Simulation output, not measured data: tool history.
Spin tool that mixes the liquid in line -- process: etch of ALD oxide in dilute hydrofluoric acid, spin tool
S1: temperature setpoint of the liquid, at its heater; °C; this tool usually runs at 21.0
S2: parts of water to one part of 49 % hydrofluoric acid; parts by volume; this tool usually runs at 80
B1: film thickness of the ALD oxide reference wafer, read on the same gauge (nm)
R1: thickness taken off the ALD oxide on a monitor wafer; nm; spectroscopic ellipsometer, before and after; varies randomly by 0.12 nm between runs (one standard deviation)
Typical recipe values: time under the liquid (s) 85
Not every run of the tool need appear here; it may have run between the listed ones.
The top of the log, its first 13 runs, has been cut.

run 14 day=15.062 | S1=21.0 S2=80 time_under_the_liquid_(s)=85 | B1=80.00 | R1=18.01
run 15 day=16.558 | S1=22.5 S2=95 time_under_the_liquid_(s)=85 | B1=80.01 | R1=15.79
run 16 day=17.767 | S1=23.5 S2=115 time_under_the_liquid_(s)=110 | B1=80.03 | R1=16.99
run 17 day=18.833 | S1=21.0 S2=95 time_under_the_liquid_(s)=85 | B1=80.00 | R1=14.82
run 18 day=22.583 | S1=25.5 S2=80 time_under_the_liquid_(s)=35 | B1=80.06 | R1=8.66
run 19 day=23.946 | S1=25.0 S2=65 time_under_the_liquid_(s)=130 | B1=80.02 | R1=40.09
run 20 day=25.008 | S1=25.0 S2=80 time_under_the_liquid_(s)=45 | B1=80.01 | R1=11.01
run 21 day=26.362 | S1=21.0 S2=60 time_under_the_liquid_(s)=85 | B1=80.01 | R1=24.19
run 22 day=28.617 | S1=19.0 S2=60 time_under_the_liquid_(s)=50 | B1=80.02 | R1=13.15
run 23 day=29.758 | S1=17.0 S2=80 time_under_the_liquid_(s)=85 | B1=80.03 | R1=14.98
run 24 day=30.433 | S1=18.0 S2=50 time_under_the_liquid_(s)=55 | B1=80.01 | R1=16.74
run 25 day=31.742 | S1=21.0 S2=100 time_under_the_liquid_(s)=85 | B1=80.02 | R1=13.65
run 26 day=32.675 | S1=24.0 S2=45 time_under_the_liquid_(s)=130 | B1=80.00 | R1=57.48
run 27 day=33.221 | S1=18.0 S2=70 time_under_the_liquid_(s)=45 | B1=80.01 | R1=9.57
run 28 day=34.246 | S1=21.0 S2=80 time_under_the_liquid_(s)=85 | B1=79.99 | R1=17.59
run 29 day=35.204 | S1=21.0 S2=80 time_under_the_liquid_(s)=85 | B1=80.03 | R1=17.48
run 30 day=35.896 | S1=19.0 S2=95 time_under_the_liquid_(s)=85 | B1=80.02 | R1=13.43
run 31 day=36.742 | S1=24.5 S2=40 time_under_the_liquid_(s)=70 | B1=80.01 | R1=35.36
run 32 day=37.646 | S1=21.0 S2=80 time_under_the_liquid_(s)=85 | B1=80.01 | R1=17.47
run 33 day=38.396 | S1=18.0 S2=70 time_under_the_liquid_(s)=45 | B1=79.99 | R1=9.49
run 34 day=39.400 | S1=24.5 S2=80 time_under_the_liquid_(s)=85 | B1=79.96 | R1=20.27
run 35 day=40.862 | S1=25.0 S2=60 time_under_the_liquid_(s)=45 | B1=80.01 | R1=14.88

3 ways to go on from here, each from the tool as it stands after run 35. What would each give?
run A day=40.879 | S1=21.0 S2=80 time_under_the_liquid_(s)=85 | B1=? | R1=?
run B day=40.879 | S1=25.0 S2=65 time_under_the_liquid_(s)=50 | B1=? | R1=?
run C day=40.879 | S1=21.0 S2=80 time_under_the_liquid_(s)=45 | B1=? | R1=?

run=A B1=80.03 R1=17.37
run=B B1=80.03 R1=15.08
run=C B1=80.03 R1=9.20
The same runs, with their run-to-run variation unchanged, on a tool lacking any hidden condition would have given:
run=A R1=17.79
run=B R1=15.45
run=C R1=9.42
